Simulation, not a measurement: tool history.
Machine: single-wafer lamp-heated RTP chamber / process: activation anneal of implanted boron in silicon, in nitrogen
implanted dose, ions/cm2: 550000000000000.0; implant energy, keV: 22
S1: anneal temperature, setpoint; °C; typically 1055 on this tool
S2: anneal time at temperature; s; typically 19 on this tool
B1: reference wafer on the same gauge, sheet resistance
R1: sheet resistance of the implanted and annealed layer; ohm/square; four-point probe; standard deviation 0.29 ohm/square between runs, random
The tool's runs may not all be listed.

run	hour	S1	S2	B1	R1
1	0	1079	19	223.91	190.61
2	25.2	1079	19	223.95	190.81
3	49.9	1055	19	224.02	191.72
4	83.1	1055	19	224.04	192.12
5	135.7	1055	19	223.87	192.76
6	155.9	1055	19	224.08	191.96
7	181.9	1055	19	223.99	192.22
8	195.2	1055	19	224.05	192.59
9	219	1055	11	224.08	193.29
10	251.7	1046	19	224.12	192.63
11	274.6	1046	19	224.04	192.27
12	291	1072	19	224.11	191.41
13	327	1055	19	223.99	192.43
14	349.1	1069	19	223.83	191.58
15	364.7	1055	19	223.95	192.7
16	376.7	1055	19	223.97	192.74
# hour 395.6: reflector plate cleaned
17	396.3	1055	25	224.07	191.61
18	420.1	1027	16	224.03	195.07
# hour 430.8: pyrometer window cleaned and pyrometer calibrated
19	439	1029	12	223.99	195.69
20	467.1	1055	19	223.94	192.17
21	486.6	1043	23	224.01	192.87
22	505.8	1072	28	223.88	189.9
23	523.8	1055	15	223.97	193.04
24	551.2	1055	25	224.02	191.89
25	576	1036	22	224.09	193.12
26	589.1	1055	12	224.13	193.21
# hour 597.3: gauge calibrated
27	604.4	1069	19	223.91	191.5
28	638.6	1075	16	224.03	192.1
29	659.9	1080	15	223.93	190.86
30	690.4	1068	29	224.1	190.14
31	713.4	1075	26	224.01	190.33
32	741.4	1082	27	223.96	189.41
33	772.5	1079	19	224.02	190.55
34	797.4	1055	19	223.87	192.31

Each row is a separate what-if for the run after 34, all from the same tool condition, not one after another. Results?
A	797.8	1055	19	?	?
B	797.8	1040	19	?	?
C	797.8	1068	15	?	?
D	797.8	1044	12	?	?

run	B1	R1
A	223.99	192.32
B	223.99	193.39
C	223.99	192.12
D	223.99	194.02
Had the tool no hidden state, the same runs would have come out as:
run	R1
A	192.32
B	193.39
C	192.12
D	194.02
